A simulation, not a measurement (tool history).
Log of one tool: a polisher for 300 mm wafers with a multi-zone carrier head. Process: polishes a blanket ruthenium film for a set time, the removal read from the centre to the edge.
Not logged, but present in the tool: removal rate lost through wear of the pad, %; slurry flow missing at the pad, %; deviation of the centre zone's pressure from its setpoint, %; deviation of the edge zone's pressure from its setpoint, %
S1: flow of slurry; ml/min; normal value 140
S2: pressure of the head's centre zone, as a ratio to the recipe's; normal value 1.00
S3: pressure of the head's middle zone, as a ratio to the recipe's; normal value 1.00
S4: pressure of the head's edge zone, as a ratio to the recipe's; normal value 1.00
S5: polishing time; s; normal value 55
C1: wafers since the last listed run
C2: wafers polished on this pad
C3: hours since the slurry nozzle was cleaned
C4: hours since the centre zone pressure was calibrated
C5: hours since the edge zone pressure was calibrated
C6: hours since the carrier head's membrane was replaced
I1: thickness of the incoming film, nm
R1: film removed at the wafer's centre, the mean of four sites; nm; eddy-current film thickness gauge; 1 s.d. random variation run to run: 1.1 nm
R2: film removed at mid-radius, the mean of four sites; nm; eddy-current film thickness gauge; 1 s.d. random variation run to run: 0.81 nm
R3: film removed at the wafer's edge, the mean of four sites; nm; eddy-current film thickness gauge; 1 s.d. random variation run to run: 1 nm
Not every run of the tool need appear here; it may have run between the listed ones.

Run 1, day 0.000: usual settings but S1 185 ml/min; C1 0; C2 775; C3 389.8; C4 211.1; C5 1233.2; C6 65.3; I1 555.1. Result: R1 74.2 nm, R2 71.6 nm, R3 75.3 nm.
Run 2, day 1.275: usual settings but S2 1.12; C1 363; C2 1138; C3 420.4; C4 241.7; C5 1263.8; C6 95.9; I1 562.0. Result: R1 78.5 nm, R2 69.5 nm, R3 69.8 nm.
Run 3, day 2.196: usual settings; C1 262; C2 1401; C3 442.5; C4 263.8; C5 1285.9; C6 118.0; I1 569.6. Result: R1 68.9 nm, R2 68.5 nm, R3 71.4 nm.
At day 2.542: edge zone pressure recalibrated.
Run 4, day 3.338: usual settings; C1 301; C2 1702; C3 469.9; C4 291.2; C5 19.1; C6 145.4; I1 561.5. Result: R1 68.5 nm, R2 67.1 nm, R3 70.4 nm.
Run 5, day 4.521: usual settings but S4 1.09; C1 337; C2 2040; C3 498.3; C4 319.6; C5 47.5; C6 173.8; I1 562.4. Result: R1 68.4 nm, R2 66.6 nm, R3 72.2 nm.
Run 6, day 6.008: usual settings but S1 165 ml/min, S4 1.10; C1 423; C2 2463; C3 534.0; C4 355.3; C5 83.2; C6 209.5; I1 564.4. Result: R1 67.5 nm, R2 67.0 nm, R3 73.6 nm.
At day 6.546: worn pad replaced by a new one.
Run 7, day 6.567: usual settings; C1 111; C2 5; C3 547.4; C4 368.7; C5 96.6; C6 222.9; I1 561.7. Result: R1 72.1 nm, R2 67.6 nm, R3 72.0 nm.
Run 8, day 8.796: usual settings; C1 635; C2 640; C3 600.9; C4 422.2; C5 150.1; C6 276.4; I1 567.2. Result: R1 69.6 nm, R2 68.7 nm, R3 72.0 nm.
At day 9.521: centre zone pressure recalibrated.
Run 9, day 9.717: usual settings but S2 1.08, S3 1.08; C1 238; C2 879; C3 623.0; C4 4.7; C5 172.2; C6 298.5; I1 561.2. Result: R1 74.6 nm, R2 71.8 nm, R3 70.7 nm.
Run 10, day 10.900: usual settings; C1 337; C2 1216; C3 651.4; C4 33.1; C5 200.6; C6 326.9; I1 561.5. Result: R1 69.3 nm, R2 69.0 nm, R3 71.3 nm.
Run 11, day 12.033: usual settings; C1 322; C2 1539; C3 678.6; C4 60.3; C5 227.8; C6 354.1; I1 569.1. Result: R1 69.1 nm, R2 68.0 nm, R3 71.5 nm.
At day 12.612: slurry nozzle cleaned.
Run 12, day 12.917: usual settings but S1 115 ml/min, S3 0.97, S5 73 s; C1 239; C2 1779; C3 7.3; C4 81.5; C5 249.0; C6 375.3; I1 559.7. Result: R1 86.8 nm, R2 83.5 nm, R3 89.6 nm.
Run 13, day 14.408: usual settings but S3 0.96, S4 0.90; C1 425; C2 2204; C3 43.1; C4 117.3; C5 284.8; C6 411.1; I1 562.0. Result: R1 66.9 nm, R2 63.0 nm, R3 65.6 nm.
At day 16.092: worn pad replaced by a new one.
Run 14, day 17.183: usual settings but S1 115 ml/min, S3 1.06, S4 1.03, S5 39 s; C1 743; C2 310; C3 109.7; C4 183.9; C5 351.4; C6 477.7; I1 554.0. Result: R1 48.7 nm, R2 49.5 nm, R3 51.2 nm.
Run 15, day 18.433: usual settings but S1 165 ml/min, S3 0.92, S4 0.90, S5 72 s; C1 356; C2 666; C3 139.7; C4 213.9; C5 381.4; C6 507.7; I1 558.2. Result: R1 92.7 nm, R2 85.8 nm, R3 92.5 nm.
Run 16, day 19.708: usual settings but S1 180 ml/min, S4 0.91, S5 71 s; C1 363; C2 1030; C3 170.3; C4 244.5; C5 412.0; C6 538.3; I1 567.3. Result: R1 95.8 nm, R2 94.3 nm, R3 91.6 nm.
Run 17, day 20.650: usual settings; C1 268; C2 1298; C3 192.9; C4 267.1; C5 434.6; C6 560.9; I1 567.5. Result: R1 71.9 nm, R2 68.5 nm, R3 72.4 nm.
Run 18, day 21.592: usual settings; C1 268; C2 1567; C3 215.5; C4 289.7; C5 457.2; C6 583.5; I1 557.6. Result: R1 68.6 nm, R2 70.0 nm, R3 70.5 nm.
Run 19, day 22.346: usual settings but S1 170 ml/min, S2 0.89; C1 214; C2 1781; C3 233.6; C4 307.8; C5 475.3; C6 601.6; I1 570.7. Result: R1 64.6 nm, R2 67.9 nm, R3 71.7 nm.
Run 20, day 23.246: usual settings but S4 0.88; C1 256; C2 2038; C3 255.2; C4 329.4; C5 496.9; C6 623.2; I1 569.5. Result: R1 67.8 nm, R2 68.1 nm, R3 64.3 nm.
Run 21, day 23.750: usual settings but S2 0.95, S3 0.94, S4 0.90, S5 72 s; C1 143; C2 2182; C3 267.3; C4 341.5; C5 509.0; C6 635.3; I1 560.7. Result: R1 84.8 nm, R2 83.6 nm, R3 86.4 nm.
Run 22, day 26.983: usual settings but S2 1.03; C1 921; C2 3103; C3 344.9; C4 419.1; C5 586.6; C6 712.9; I1 565.5. Result: R1 67.8 nm, R2 62.8 nm, R3 65.0 nm.

Consider 4 possible next runs. They are alternatives, not a sequence: every one starts from the tool as it was left by run 22. What does each give?
Run A, day 27.000: usual settings but S3 1.07; C1 4; C2 3108; C3 345.3; C4 419.5; C5 587.0; C6 713.3; I1 556.9. Result: R1 ?, R2 ?, R3 ?.
Run B, day 27.000: usual settings but S5 43 s; C1 4; C2 3108; C3 345.3; C4 419.5; C5 587.0; C6 713.3; I1 556.9. Result: R1 ?, R2 ?, R3 ?.
Run C, day 27.000: usual settings but S1 155 ml/min, S3 0.90, S4 1.06, S5 48 s; C1 4; C2 3108; C3 345.3; C4 419.5; C5 587.0; C6 713.3; I1 556.9. Result: R1 ?, R2 ?, R3 ?.
Run D, day 27.000: usual settings but S1 165 ml/min, S2 0.94, S4 0.93, S5 41 s; C1 4; C2 3108; C3 345.3; C4 419.5; C5 587.0; C6 713.3; I1 556.9. Result: R1 ?, R2 ?, R3 ?.

run    R1    R2    R3
  A  65.5  68.2  65.8
  B  51.2  50.3  51.5
  C  58.1  52.3  59.9
  D  47.2  49.3  48.3
Stripped of hidden state, with their random variation kept, the same runs would have yielded:
run    R1    R2    R3
  A  71.9  74.9  72.2
  B  56.2  55.3  56.5
  C  63.8  57.4  65.8
  D  51.8  54.1  53.0

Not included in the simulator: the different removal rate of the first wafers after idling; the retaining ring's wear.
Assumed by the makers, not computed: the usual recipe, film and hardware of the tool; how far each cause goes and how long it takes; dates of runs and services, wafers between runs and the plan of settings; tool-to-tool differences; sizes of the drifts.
